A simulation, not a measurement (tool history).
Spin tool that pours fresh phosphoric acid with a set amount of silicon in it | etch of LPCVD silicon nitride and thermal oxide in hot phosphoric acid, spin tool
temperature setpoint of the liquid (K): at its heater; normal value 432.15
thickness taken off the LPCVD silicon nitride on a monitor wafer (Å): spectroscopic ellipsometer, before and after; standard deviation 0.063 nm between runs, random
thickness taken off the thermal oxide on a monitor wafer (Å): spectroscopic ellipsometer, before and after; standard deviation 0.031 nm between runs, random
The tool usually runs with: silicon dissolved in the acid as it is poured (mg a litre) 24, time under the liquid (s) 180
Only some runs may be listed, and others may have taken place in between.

run,day,temperature setpoint of the liquid (K),silicon dissolved in the acid as it is poured (mg a litre),time under the liquid (s),wafers since the last listed run,hours since the thermometer was replaced,hours since the dissolved silicon flow meter was replaced,hours since the heated supply line was repaired,hours since the gauge calibration,"read-back film thickness of the LPCVD silicon nitride reference wafer, read on the same gauge (nm)","read-back film thickness of the thermal oxide reference wafer, read on the same gauge (nm)",thickness taken off the LPCVD silicon nitride on a monitor wafer (Å),thickness taken off the thermal oxide on a monitor wafer (Å)
1,0,432.15,24,180,0,2481,27.2,3294.9,531.3,110,130.002,134.9,2.34
# day 0.142: thermometer replaced
2,1.108,432.15,24,180,109,23.2,53.8,3321.5,557.9,109.99,130.003,145.7,2.67
3,2.35,432.15,24,180,126,53,83.6,3351.3,587.7,110.01,129.988,146.4,3.26
4,3.429,430.65,32.5,180,110,78.9,109.5,3377.2,613.6,109.99,129.995,140.2,1.53
5,3.988,430.65,32.5,180,57,92.3,122.9,3390.6,627,110.06,130.006,138.3,1.72
6,4.729,432.15,24,180,75,110.1,140.7,3408.4,644.8,110.02,129.986,145.9,2.34
# day 5.279: heated supply line repaired
7,6.079,432.15,36,180,133,142.5,173.1,19.2,677.2,109.97,129.981,145.4,1.93
8,6.717,432.15,40,180,65,157.8,188.4,34.5,692.5,110,129.985,146,1.47
9,8.012,432.15,6,180,132,188.9,219.5,65.6,723.6,109.98,129.981,145.3,4.46
10,8.538,432.15,34,215,53,201.5,232.1,78.2,736.2,109.98,129.992,174.1,2.14
# day 9.167: gauge calibrated
11,10.542,432.15,24,290,204,249.6,280.2,126.3,33,110.02,130.003,234.3,4.61
12,12.008,433.65,16,130,149,284.8,315.4,161.5,68.2,110.01,129.999,110.4,2.18
13,12.867,430.65,24,240,87,305.4,336,182.1,88.8,109.98,129.998,184.3,3.11
14,14.883,432.15,24,180,206,353.8,384.4,230.5,137.2,109.99,129.99,144.8,2.46
15,16.092,430.15,8,180,123,382.8,413.4,259.5,166.2,110.03,129.989,135.5,3.74
16,17.05,429.65,5.5,85,97,405.8,436.4,282.5,189.2,110.02,129.995,62.1,1.65
17,17.558,432.15,24,180,51,418,448.6,294.7,201.4,109.99,129.995,144.6,2.58
18,18.183,429.65,5,150,63,433,463.6,309.7,216.4,109.96,129.994,110.7,2.9
19,18.771,429.65,29,180,60,447.1,477.7,323.8,230.5,109.99,129.999,132.9,1.63
20,19.738,432.15,24,180,98,470.3,500.9,347,253.7,110,130.001,145,2.32
21,20.267,432.15,24,245,54,483,513.6,359.7,266.4,109.99,129.979,195.9,3.37
22,21.712,433.65,24,235,147,517.7,548.3,394.4,301.1,110.02,129.991,197.5,3.88
23,22.942,430.15,24,180,125,547.2,577.8,423.9,330.6,109.97,129.995,134,2.16

3 ways to go on from here, each from the tool as it stands after run 23. What would each give?
A,22.962,433.65,24,180,2,547.7,578.3,424.4,331.1,?,?,?,?
B,22.962,432.15,24,210,2,547.7,578.3,424.4,331.1,?,?,?,?
C,22.962,433.65,24,80,2,547.7,578.3,424.4,331.1,?,?,?,?

run,"read-back film thickness of the LPCVD silicon nitride reference wafer, read on the same gauge (nm)","read-back film thickness of the thermal oxide reference wafer, read on the same gauge (nm)",thickness taken off the LPCVD silicon nitride on a monitor wafer (Å),thickness taken off the thermal oxide on a monitor wafer (Å)
A,110,130.01,152.1,3.29
B,110,130.01,168.7,3.43
C,110,130.01,67.6,1.46
Without the tool's hidden state the same runs would have given:
run,thickness taken off the LPCVD silicon nitride on a monitor wafer (Å),thickness taken off the thermal oxide on a monitor wafer (Å)
A,155.4,3.44
B,172.4,3.6
C,69.1,1.53
